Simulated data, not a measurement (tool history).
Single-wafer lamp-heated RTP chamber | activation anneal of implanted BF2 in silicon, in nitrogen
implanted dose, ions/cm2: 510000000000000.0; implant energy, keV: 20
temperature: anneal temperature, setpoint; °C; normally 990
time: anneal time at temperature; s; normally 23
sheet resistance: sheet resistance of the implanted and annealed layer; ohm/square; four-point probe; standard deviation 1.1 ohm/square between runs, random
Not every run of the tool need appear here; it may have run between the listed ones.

| run | day | temperature | time | wafers since the last listed run | wafers since the last pyrometer calibration | wafers since the reflector plate was cleaned | hours since the gauge calibration | read-back reference wafer on the same gauge, sheet resistance | sheet resistance |
|---|---|---|---|---|---|---|---|---|---|
| 1 | 0.000 | 990 | 23 | 0 | 1209 | 5498 | 834.4 | 266.85 | 266.89 |
| 2 | 0.775 | 990 | 23 | 317 | 1526 | 5815 | 853.0 | 266.94 | 267.21 |
| 3 | 1.925 | 990 | 20 | 470 | 1997 | 6286 | 880.6 | 267.16 | 269.31 |
| 4 | 2.975 | 990 | 20 | 429 | 2427 | 6716 | 905.8 | 267.20 | 267.32 |
| 5 | 3.625 | 990 | 23 | 266 | 2693 | 6982 | 921.4 | 266.94 | 265.10 |
| 6 | 4.888 | 990 | 23 | 517 | 3210 | 7500 | 951.7 | 266.92 | 268.57 |
| 7 | 6.104 | 990 | 23 | 498 | 3709 | 7998 | 980.9 | 266.78 | 267.53 |
| 8 | 7.367 | 990 | 14 | 517 | 4226 | 8515 | 1011.2 | 267.07 | 272.02 |
| 9 | 8.667 | 990 | 14 | 532 | 4758 | 9047 | 1042.4 | 266.94 | 274.52 |
|  | 9.492 | gauge calibrated |
| 10 | 9.588 | 990 | 14 | 377 | 5135 | 9424 | 2.3 | 267.03 | 273.03 |
| 11 | 10.212 | 990 | 23 | 255 | 5391 | 9680 | 17.3 | 267.04 | 266.57 |
|  | 11.712 | pyrometer window cleaned and pyrometer calibrated |
| 12 | 11.733 | 990 | 23 | 486 | 8 | 10167 | 53.8 | 267.34 | 267.23 |
| 13 | 12.762 | 990 | 23 | 421 | 430 | 10588 | 78.5 | 267.06 | 265.53 |
| 14 | 14.246 | 990 | 23 | 607 | 1037 | 11195 | 114.1 | 266.78 | 265.24 |
| 15 | 15.729 | 990 | 23 | 607 | 1645 | 11803 | 149.7 | 267.13 | 266.39 |
| 16 | 16.804 | 1018 | 31 | 440 | 2085 | 12243 | 175.5 | 267.02 | 251.43 |
| 17 | 20.196 | 990 | 35 | 1388 | 3474 | 13632 | 256.9 | 266.93 | 258.66 |
| 18 | 20.871 | 990 | 23 | 276 | 3750 | 13909 | 273.1 | 266.93 | 262.89 |
| 19 | 21.721 | 961 | 13 | 348 | 4098 | 14257 | 293.5 | 267.00 | 301.34 |
| 20 | 22.396 | 990 | 23 | 276 | 4375 | 14533 | 309.7 | 267.24 | 264.87 |
| 21 | 23.112 | 1005 | 19 | 293 | 4668 | 14827 | 326.9 | 267.02 | 259.10 |
| 22 | 23.921 | 972 | 23 | 331 | 4999 | 15158 | 346.3 | 266.93 | 274.71 |
|  | 24.758 | reflector plate cleaned |
| 23 | 24.779 | 1004 | 13 | 214 | 5214 | 7 | 366.9 | 267.30 | 266.04 |
| 24 | 25.517 | 990 | 23 | 302 | 5516 | 309 | 384.6 | 267.04 | 269.30 |
| 25 | 26.283 | 1013 | 18 | 313 | 5830 | 623 | 403.0 | 266.88 | 258.04 |
|  | 27.062 | pyrometer window cleaned and pyrometer calibrated |
| 26 | 27.221 | 971 | 16 | 247 | 64 | 871 | 425.5 | 267.08 | 290.06 |
| 27 | 28.412 | 977 | 13 | 488 | 552 | 1359 | 454.1 | 267.11 | 287.13 |
| 28 | 29.258 | 976 | 30 | 346 | 899 | 1705 | 474.4 | 266.93 | 274.29 |
| 29 | 30.638 | 1011 | 15 | 564 | 1464 | 2270 | 507.5 | 267.11 | 260.58 |
| 30 | 31.379 | 990 | 23 | 303 | 1767 | 2574 | 525.3 | 267.07 | 268.51 |
| 31 | 32.017 | 999 | 28 | 261 | 2028 | 2835 | 540.6 | 267.01 | 259.09 |
| 32 | 32.688 | 966 | 17 | 274 | 2303 | 3109 | 556.7 | 266.96 | 296.52 |
| 33 | 33.721 | 990 | 23 | 423 | 2726 | 3533 | 581.5 | 267.32 | 268.38 |
| 34 | 34.233 | 990 | 23 | 209 | 2936 | 3743 | 593.8 | 266.88 | 269.27 |
| 35 | 35.000 | 990 | 11 | 313 | 3250 | 4057 | 612.2 | 266.86 | 276.57 |
| 36 | 36.121 | 1002 | 23 | 459 | 3709 | 4516 | 639.1 | 266.85 | 262.32 |
| 37 | 36.700 | 1002 | 17 | 237 | 3946 | 4753 | 653.0 | 266.98 | 265.74 |
| 38 | 37.396 | 980 | 31 | 284 | 4231 | 5038 | 669.7 | 267.26 | 271.58 |

3 ways to go on from here, each from the tool as it stands after run 38. What would each give?
| A | 37.412 | 975 | 23 | 6 | 4238 | 5044 | 670.1 | ? | ? |
| B | 37.412 | 969 | 18 | 6 | 4238 | 5044 | 670.1 | ? | ? |
| C | 37.412 | 1014 | 32 | 6 | 4238 | 5044 | 670.1 | ? | ? |

| run | read-back reference wafer on the same gauge, sheet resistance | sheet resistance |
|---|---|---|
| A | 266.99 | 279.04 |
| B | 266.99 | 290.21 |
| C | 266.99 | 251.15 |
With the hidden condition removed and each run's random variation left untouched, the same runs would have given:
| run | sheet resistance |
|---|---|
| A | 281.88 |
| B | 293.79 |
| C | 252.27 |

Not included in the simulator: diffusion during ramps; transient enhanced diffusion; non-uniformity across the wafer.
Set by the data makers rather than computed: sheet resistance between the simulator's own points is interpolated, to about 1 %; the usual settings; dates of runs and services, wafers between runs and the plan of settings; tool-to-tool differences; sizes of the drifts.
